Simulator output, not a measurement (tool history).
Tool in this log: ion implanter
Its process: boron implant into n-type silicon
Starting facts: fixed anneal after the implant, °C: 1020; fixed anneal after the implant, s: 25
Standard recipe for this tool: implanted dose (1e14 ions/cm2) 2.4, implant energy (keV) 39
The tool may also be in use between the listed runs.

run,hour,implanted dose (1e14 ions/cm2),implant energy (keV),wafers since the last listed run,hours since the last dose calibration,hours since the extraction supply was calibrated,hours since the gauge calibration,"read-back reference wafer on the same gauge, sheet resistance",sheet resistance of the implanted and annealed layer (ohm/square)
1,0,2.4,39,0,1991.1,2321,403.2,456.93,410.11
2,35.3,2.4,39,739,2026.4,2356.3,438.5,457.02,409.82
3,67.4,2.77,39,672,2058.5,2388.4,470.6,456.9,366.66
4,99.7,2.77,39,676,2090.8,2420.7,502.9,457.01,367.44
5,130.5,2.4,30,645,2121.6,2451.5,533.7,456.82,422.7
6,181,2.4,30,1057,2172.1,2502,584.2,457.23,423.92
7,212.4,2.4,39,657,2203.5,2533.4,615.6,457.04,409.94
8,230.8,2.4,39,385,2221.9,2551.8,634,457.27,410.86
# hour 252.3: extraction supply calibrated
9,262.7,2.4,39,500,2253.8,10.4,665.9,456.98,410.49
10,296.5,2.4,39,707,2287.6,44.2,699.7,456.82,410.67
11,312.3,2.4,39,330,2303.4,60,715.5,456.87,409.45
12,333.7,2.4,39,448,2324.8,81.4,736.9,457.04,410.37
13,369.1,2.4,39,741,2360.2,116.8,772.3,457.15,410.73
14,387.8,2.4,39,391,2378.9,135.5,791,457.24,410.91
15,407.7,2.85,30,416,2398.8,155.4,810.9,457.17,369.36
16,424.3,2.4,39,347,2415.4,172,827.5,457.05,410.68
17,500.6,1.86,28.5,1598,2491.7,248.3,903.8,457.27,521.38
18,523.9,2.91,32,488,2515,271.6,927.1,457.05,361.53
19,556.8,2.4,39,689,2547.9,304.5,960,457.25,410.12
20,570.5,1.76,28,286,2561.6,318.2,973.7,456.76,547.05
# hour 590.1: gauge calibrated
21,603.8,2.4,32,697,2594.9,351.5,13.7,456.99,419.9
# hour 613.8: Faraday cup replaced and dose calibrated
22,623.9,3.04,43.5,253,10.1,371.6,33.8,456.74,325.86
23,654.2,1.81,49.5,634,40.4,401.9,64.1,456.72,474.71
24,678.3,1.74,28,504,64.5,426,88.2,456.79,532.69
25,704.4,3.01,26.5,546,90.6,452.1,114.3,456.91,346.95
26,724.5,2.4,39,421,110.7,472.2,134.4,456.73,397.79
27,745.9,2.9,45,448,132.1,493.6,155.8,456.91,337.6
28,773.6,2.69,39,580,159.8,521.3,183.5,457.04,365.63

Below are 4 alternative next runs, each starting from the tool's condition after run 28. Predict each:
A,774,2.4,39,8,160.2,521.7,183.9,?,?
B,774,2.68,28,8,160.2,521.7,183.9,?,?
C,774,2.1,39,8,160.2,521.7,183.9,?,?
D,774,1.78,31.5,8,160.2,521.7,183.9,?,?

run,"read-back reference wafer on the same gauge, sheet resistance",sheet resistance of the implanted and annealed layer (ohm/square)
A,457.25,400.32
B,457.25,381.36
C,457.25,443.51
D,457.25,518.29
The same runs, with their run-to-run variation unchanged, on a tool lacking any hidden condition would have given:
run,sheet resistance of the implanted and annealed layer (ohm/square)
A,394.1
B,375.24
C,436.73
D,510.31
